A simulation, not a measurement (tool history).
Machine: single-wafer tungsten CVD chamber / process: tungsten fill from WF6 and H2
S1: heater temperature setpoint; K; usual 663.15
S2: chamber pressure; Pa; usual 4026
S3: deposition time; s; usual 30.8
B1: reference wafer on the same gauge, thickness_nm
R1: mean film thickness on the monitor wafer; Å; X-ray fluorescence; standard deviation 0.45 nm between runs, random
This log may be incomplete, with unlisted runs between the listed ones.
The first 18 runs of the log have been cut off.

{"run": 19, "hour": 1394.7, "S1": 663.15, "S2": 3466, "S3": 30.8, "B1": 70.417, "R1": 695.3}
{"run": 20, "hour": 1476.3, "S1": 663.15, "S2": 4026, "S3": 36.5, "B1": 70.348, "R1": 869.77}
{"run": 21, "hour": 1565.7, "S1": 663.15, "S2": 4026, "S3": 30.8, "B1": 70.271, "R1": 740.68}
{"run": 22, "hour": 1733.2, "S1": 656.15, "S2": 4653, "S3": 30.8, "B1": 70.241, "R1": 686.53}
{"hour": 1813.9, "done": "capacitance manometer re-zeroed and calibrated"}
{"run": 23, "hour": 1830.0, "S1": 663.15, "S2": 4026, "S3": 30.8, "B1": 70.291, "R1": 770.11}
{"run": 24, "hour": 1921.6, "S1": 663.15, "S2": 3706, "S3": 33.4, "B1": 70.344, "R1": 793.53}
{"run": 25, "hour": 1967.7, "S1": 649.15, "S2": 4026, "S3": 34.3, "B1": 70.288, "R1": 658.46}
{"run": 26, "hour": 2052.6, "S1": 678.15, "S2": 3080, "S3": 33.1, "B1": 70.387, "R1": 931.7}
{"run": 27, "hour": 2109.4, "S1": 663.15, "S2": 4026, "S3": 30.8, "B1": 70.249, "R1": 761.98}
{"run": 28, "hour": 2214.2, "S1": 663.15, "S2": 4813, "S3": 30.8, "B1": 70.304, "R1": 806.89}
{"run": 29, "hour": 2274.6, "S1": 654.15, "S2": 4986, "S3": 35.6, "B1": 70.174, "R1": 817.9}
{"hour": 2283.8, "done": "gauge calibrated"}
{"run": 30, "hour": 2311.3, "S1": 663.15, "S2": 3186, "S3": 25.1, "B1": 70.165, "R1": 556.7}
{"run": 31, "hour": 2362.0, "S1": 663.15, "S2": 3520, "S3": 28.6, "B1": 70.337, "R1": 653.04}
{"run": 32, "hour": 2626.7, "S1": 657.15, "S2": 4426, "S3": 30.8, "B1": 70.411, "R1": 697.45}
{"run": 33, "hour": 2722.5, "S1": 675.15, "S2": 4493, "S3": 35.7, "B1": 70.249, "R1": 1097.45}

3 ways to go on from here, each from the tool as it stands after run 33. What would each give?
{"run": "A", "hour": 2722.9, "S1": 649.15, "S2": 4026, "S3": 30.8, "B1": "?", "R1": "?"}
{"run": "B", "hour": 2722.9, "S1": 663.15, "S2": 4560, "S3": 30.8, "B1": "?", "R1": "?"}
{"run": "C", "hour": 2722.9, "S1": 663.15, "S2": 3680, "S3": 30.8, "B1": "?", "R1": "?"}

run=A B1=70.296 R1=579.32
run=B B1=70.296 R1=779.91
run=C B1=70.296 R1=714.01
Had the tool no hidden state, the same runs would have come out as:
run=A R1=596.87
run=B R1=803.22
run=C R1=735.64

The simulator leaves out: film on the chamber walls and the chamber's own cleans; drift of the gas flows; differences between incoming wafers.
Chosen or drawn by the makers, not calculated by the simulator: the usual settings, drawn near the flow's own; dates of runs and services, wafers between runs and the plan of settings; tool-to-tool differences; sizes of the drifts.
